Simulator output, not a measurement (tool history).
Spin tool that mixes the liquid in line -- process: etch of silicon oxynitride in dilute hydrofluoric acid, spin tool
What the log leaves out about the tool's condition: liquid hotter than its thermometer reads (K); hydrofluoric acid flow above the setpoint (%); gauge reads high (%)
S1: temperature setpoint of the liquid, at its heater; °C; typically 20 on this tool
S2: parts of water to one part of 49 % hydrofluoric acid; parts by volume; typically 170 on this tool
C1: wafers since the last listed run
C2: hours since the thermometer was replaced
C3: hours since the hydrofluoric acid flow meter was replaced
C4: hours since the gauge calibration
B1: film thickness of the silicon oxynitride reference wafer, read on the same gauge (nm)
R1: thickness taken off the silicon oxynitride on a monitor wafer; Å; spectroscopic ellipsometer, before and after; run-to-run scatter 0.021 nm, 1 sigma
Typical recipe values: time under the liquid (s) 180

{"run": 1, "hour": 0.0, "S1": 20, "S2": 170, "time under the liquid (s)": 180, "C1": 0, "C2": 2724.2, "C3": 2354.4, "C4": 115.9, "B1": 100.039, "R1": 42.47}
{"run": 2, "hour": 9.7, "S1": 20, "S2": 170, "time under the liquid (s)": 180, "C1": 72, "C2": 2733.9, "C3": 2364.1, "C4": 125.6, "B1": 100.033, "R1": 42.36}
{"run": 3, "hour": 23.2, "S1": 20, "S2": 170, "time under the liquid (s)": 180, "C1": 100, "C2": 2747.4, "C3": 2377.6, "C4": 139.1, "B1": 100.025, "R1": 42.35}
{"run": 4, "hour": 40.7, "S1": 20, "S2": 170, "time under the liquid (s)": 180, "C1": 130, "C2": 2764.9, "C3": 2395.1, "C4": 156.6, "B1": 99.998, "R1": 42.37}
{"hour": 58.1, "done": "thermometer replaced"}
{"run": 5, "hour": 58.6, "S1": 20, "S2": 170, "time under the liquid (s)": 180, "C1": 126, "C2": 0.5, "C3": 2413, "C4": 174.5, "B1": 99.99, "R1": 42.53}
{"run": 6, "hour": 69.8, "S1": 20, "S2": 170, "time under the liquid (s)": 180, "C1": 83, "C2": 11.7, "C3": 2424.2, "C4": 185.7, "B1": 100.016, "R1": 42.52}
{"run": 7, "hour": 88.0, "S1": 20, "S2": 170, "time under the liquid (s)": 180, "C1": 136, "C2": 29.9, "C3": 2442.4, "C4": 203.9, "B1": 99.932, "R1": 42.67}
{"run": 8, "hour": 100.7, "S1": 17, "S2": 100, "time under the liquid (s)": 180, "C1": 94, "C2": 42.6, "C3": 2455.1, "C4": 216.6, "B1": 100.031, "R1": 65.91}
{"hour": 108.5, "done": "gauge calibrated"}
{"run": 9, "hour": 111.0, "S1": 20, "S2": 170, "time under the liquid (s)": 180, "C1": 76, "C2": 52.9, "C3": 2465.4, "C4": 2.5, "B1": 100.012, "R1": 42.64}
{"run": 10, "hour": 135.4, "S1": 22, "S2": 100, "time under the liquid (s)": 180, "C1": 182, "C2": 77.3, "C3": 2489.8, "C4": 26.9, "B1": 100.004, "R1": 83.88}

Run 11 is up next; what results do you expect?
{"hour": 140.8, "done": "hydrofluoric acid flow meter replaced"}
{"run": 11, "hour": 146.8, "S1": 22, "S2": 170, "time under the liquid (s)": 180, "C1": 77, "C2": 88.7, "C3": 6, "C4": 38.3, "B1": "?", "R1": "?"}

{"run 11": {"B1": 99.94, "R1": 46.79}}
With no hidden state in the tool, this same run would have given R1 46.79 Å.

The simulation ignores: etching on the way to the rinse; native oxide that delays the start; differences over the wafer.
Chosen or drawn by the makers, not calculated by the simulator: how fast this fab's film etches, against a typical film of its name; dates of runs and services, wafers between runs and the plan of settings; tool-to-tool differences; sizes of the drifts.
